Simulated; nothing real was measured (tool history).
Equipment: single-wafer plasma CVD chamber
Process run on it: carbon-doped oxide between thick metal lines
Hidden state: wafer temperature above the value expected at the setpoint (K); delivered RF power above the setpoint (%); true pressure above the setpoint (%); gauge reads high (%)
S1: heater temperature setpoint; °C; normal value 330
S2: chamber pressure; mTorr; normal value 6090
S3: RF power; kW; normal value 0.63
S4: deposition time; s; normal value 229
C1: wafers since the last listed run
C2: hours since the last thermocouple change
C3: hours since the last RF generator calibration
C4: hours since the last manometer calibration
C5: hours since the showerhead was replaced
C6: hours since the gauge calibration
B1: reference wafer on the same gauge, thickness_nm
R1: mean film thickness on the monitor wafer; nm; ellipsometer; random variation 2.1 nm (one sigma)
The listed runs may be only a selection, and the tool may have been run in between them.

{"run": 1, "hour": 0.0, "S1": 330, "S2": 6090, "S3": 0.63, "S4": 229, "C1": 0, "C2": 1819.9, "C3": 835.3, "C4": 1503.7, "C5": 3063.3, "C6": 13.7, "B1": 1210.165, "R1": 1367.361}
{"run": 2, "hour": 15.6, "S1": 330, "S2": 6090, "S3": 0.63, "S4": 229, "C1": 154, "C2": 1835.5, "C3": 850.9, "C4": 1519.3, "C5": 3078.9, "C6": 29.3, "B1": 1209.932, "R1": 1369.774}
{"run": 3, "hour": 25.2, "S1": 330, "S2": 6090, "S3": 0.63, "S4": 229, "C1": 94, "C2": 1845.1, "C3": 860.5, "C4": 1528.9, "C5": 3088.5, "C6": 38.9, "B1": 1210.515, "R1": 1368.308}
{"run": 4, "hour": 33.2, "S1": 330, "S2": 6090, "S3": 0.63, "S4": 229, "C1": 79, "C2": 1853.1, "C3": 868.5, "C4": 1536.9, "C5": 3096.5, "C6": 46.9, "B1": 1209.687, "R1": 1365.467}
{"run": 5, "hour": 47.6, "S1": 330, "S2": 6090, "S3": 0.63, "S4": 229, "C1": 142, "C2": 1867.5, "C3": 882.9, "C4": 1551.3, "C5": 3110.9, "C6": 61.3, "B1": 1210.033, "R1": 1367.38}
{"run": 6, "hour": 62.1, "S1": 330, "S2": 6090, "S3": 0.6, "S4": 229, "C1": 143, "C2": 1882, "C3": 897.4, "C4": 1565.8, "C5": 3125.4, "C6": 75.8, "B1": 1209.602, "R1": 1329.308}
{"hour": 73.6, "done": "thermocouple changed; heater temperature recalibrated"}
{"run": 7, "hour": 74.1, "S1": 330, "S2": 6820, "S3": 0.63, "S4": 201, "C1": 39, "C2": 0.5, "C3": 909.4, "C4": 1577.8, "C5": 3137.4, "C6": 87.8, "B1": 1210.233, "R1": 1211.878}
{"run": 8, "hour": 89.2, "S1": 341, "S2": 6090, "S3": 0.63, "S4": 254, "C1": 149, "C2": 15.6, "C3": 924.5, "C4": 1592.9, "C5": 3152.5, "C6": 102.9, "B1": 1210.749, "R1": 1468.478}
{"run": 9, "hour": 106.1, "S1": 341, "S2": 6090, "S3": 0.63, "S4": 254, "C1": 167, "C2": 32.5, "C3": 941.4, "C4": 1609.8, "C5": 3169.4, "C6": 119.8, "B1": 1209.91, "R1": 1467.364}
{"run": 10, "hour": 121.7, "S1": 330, "S2": 6090, "S3": 0.63, "S4": 229, "C1": 154, "C2": 48.1, "C3": 957, "C4": 1625.4, "C5": 3185, "C6": 135.4, "B1": 1211.054, "R1": 1364.445}
{"run": 11, "hour": 130.0, "S1": 330, "S2": 6090, "S3": 0.63, "S4": 229, "C1": 82, "C2": 56.4, "C3": 965.3, "C4": 1633.7, "C5": 3193.3, "C6": 143.7, "B1": 1209.834, "R1": 1362.463}
{"run": 12, "hour": 139.1, "S1": 330, "S2": 6090, "S3": 0.63, "S4": 229, "C1": 90, "C2": 65.5, "C3": 974.4, "C4": 1642.8, "C5": 3202.4, "C6": 152.8, "B1": 1210.376, "R1": 1364.016}
{"run": 13, "hour": 148.9, "S1": 330, "S2": 6090, "S3": 0.63, "S4": 229, "C1": 96, "C2": 75.3, "C3": 984.2, "C4": 1652.6, "C5": 3212.2, "C6": 162.6, "B1": 1209.691, "R1": 1362.922}
{"run": 14, "hour": 157.6, "S1": 323, "S2": 7420, "S3": 0.745, "S4": 256, "C1": 86, "C2": 84, "C3": 992.9, "C4": 1661.3, "C5": 3220.9, "C6": 171.3, "B1": 1210.933, "R1": 1720.846}
{"run": 15, "hour": 169.6, "S1": 341, "S2": 6090, "S3": 0.63, "S4": 254, "C1": 118, "C2": 96, "C3": 1004.9, "C4": 1673.3, "C5": 3232.9, "C6": 183.3, "B1": 1210.351, "R1": 1465.039}
{"run": 16, "hour": 178.8, "S1": 341, "S2": 6090, "S3": 0.63, "S4": 229, "C1": 91, "C2": 105.2, "C3": 1014.1, "C4": 1682.5, "C5": 3242.1, "C6": 192.5, "B1": 1210.145, "R1": 1324.93}
{"run": 17, "hour": 192.8, "S1": 330, "S2": 5390, "S3": 0.63, "S4": 229, "C1": 138, "C2": 119.2, "C3": 1028.1, "C4": 1696.5, "C5": 3256.1, "C6": 206.5, "B1": 1209.867, "R1": 1341.458}
{"run": 18, "hour": 199.9, "S1": 335, "S2": 6090, "S3": 0.63, "S4": 229, "C1": 70, "C2": 126.3, "C3": 1035.2, "C4": 1703.6, "C5": 3263.2, "C6": 213.6, "B1": 1210.86, "R1": 1341.238}
{"run": 19, "hour": 208.3, "S1": 336, "S2": 6520, "S3": 0.63, "S4": 270, "C1": 83, "C2": 134.7, "C3": 1043.6, "C4": 1712, "C5": 3271.6, "C6": 222, "B1": 1209.773, "R1": 1588.632}
{"hour": 218.0, "done": "capacitance manometer re-zeroed and calibrated"}
{"run": 20, "hour": 226.0, "S1": 330, "S2": 4710, "S3": 0.63, "S4": 229, "C1": 95, "C2": 152.4, "C3": 1061.3, "C4": 8, "C5": 3289.3, "C6": 239.7, "B1": 1210.316, "R1": 1315.471}
{"hour": 242.3, "done": "RF generator calibrated"}
{"run": 21, "hour": 242.8, "S1": 330, "S2": 5250, "S3": 0.63, "S4": 229, "C1": 87, "C2": 169.2, "C3": 0.5, "C4": 24.8, "C5": 3306.1, "C6": 256.5, "B1": 1210.045, "R1": 1379.95}
{"hour": 258.8, "done": "showerhead replaced"}
{"hour": 280.7, "done": "gauge calibrated"}
{"run": 22, "hour": 294.5, "S1": 330, "S2": 5350, "S3": 0.63, "S4": 229, "C1": 432, "C2": 220.9, "C3": 52.2, "C4": 76.5, "C5": 35.7, "C6": 13.8, "B1": 1210.229, "R1": 1383.504}
{"run": 23, "hour": 308.3, "S1": 345, "S2": 5650, "S3": 0.63, "S4": 229, "C1": 136, "C2": 234.7, "C3": 66, "C4": 90.3, "C5": 49.5, "C6": 27.6, "B1": 1210.298, "R1": 1340.275}
{"run": 24, "hour": 323.6, "S1": 330, "S2": 6090, "S3": 0.63, "S4": 229, "C1": 151, "C2": 250, "C3": 81.3, "C4": 105.6, "C5": 64.8, "C6": 42.9, "B1": 1209.989, "R1": 1399.139}
{"run": 25, "hour": 340.0, "S1": 330, "S2": 6090, "S3": 0.63, "S4": 229, "C1": 162, "C2": 266.4, "C3": 97.7, "C4": 122, "C5": 81.2, "C6": 59.3, "B1": 1210.297, "R1": 1401.479}
{"run": 26, "hour": 347.9, "S1": 342, "S2": 6090, "S3": 0.63, "S4": 229, "C1": 78, "C2": 274.3, "C3": 105.6, "C4": 129.9, "C5": 89.1, "C6": 67.2, "B1": 1210.715, "R1": 1360.16}
{"run": 27, "hour": 357.4, "S1": 336, "S2": 6520, "S3": 0.63, "S4": 270, "C1": 94, "C2": 283.8, "C3": 115.1, "C4": 139.4, "C5": 98.6, "C6": 76.7, "B1": 1209.636, "R1": 1633.845}
{"run": 28, "hour": 368.5, "S1": 330, "S2": 6090, "S3": 0.63, "S4": 229, "C1": 109, "C2": 294.9, "C3": 126.2, "C4": 150.5, "C5": 109.7, "C6": 87.8, "B1": 1209.458, "R1": 1398.836}
{"run": 29, "hour": 382.2, "S1": 330, "S2": 6090, "S3": 0.545, "S4": 229, "C1": 135, "C2": 308.6, "C3": 139.9, "C4": 164.2, "C5": 123.4, "C6": 101.5, "B1": 1209.521, "R1": 1295.329}

For each run, what was the tool's unlogged condition?
wafer temperature above the value expected at the setpoint (K): 0 on each run
true pressure above the setpoint (%): 0 on each run
gauge reads high (%): 0 on each run
H1: delivered RF power above the setpoint (%)
run=1 H1=-6.01
run=2 H1=-6.11
run=3 H1=-6.18
run=4 H1=-6.23
run=5 H1=-6.32
run=6 H1=-6.42
run=7 H1=-6.5
run=8 H1=-6.6
run=9 H1=-6.71
run=10 H1=-6.82
run=11 H1=-6.87
run=12 H1=-6.93
run=13 H1=-7
run=14 H1=-7.05
run=15 H1=-7.13
run=16 H1=-7.2
run=17 H1=-7.29
run=18 H1=-7.34
run=19 H1=-7.39
run=20 H1=-7.51
run=21 H1=-1.04
run=22 H1=-1.39
run=23 H1=-1.48
run=24 H1=-1.58
run=25 H1=-1.69
run=26 H1=-1.74
run=27 H1=-1.81
run=28 H1=-1.88
run=29 H1=-1.97

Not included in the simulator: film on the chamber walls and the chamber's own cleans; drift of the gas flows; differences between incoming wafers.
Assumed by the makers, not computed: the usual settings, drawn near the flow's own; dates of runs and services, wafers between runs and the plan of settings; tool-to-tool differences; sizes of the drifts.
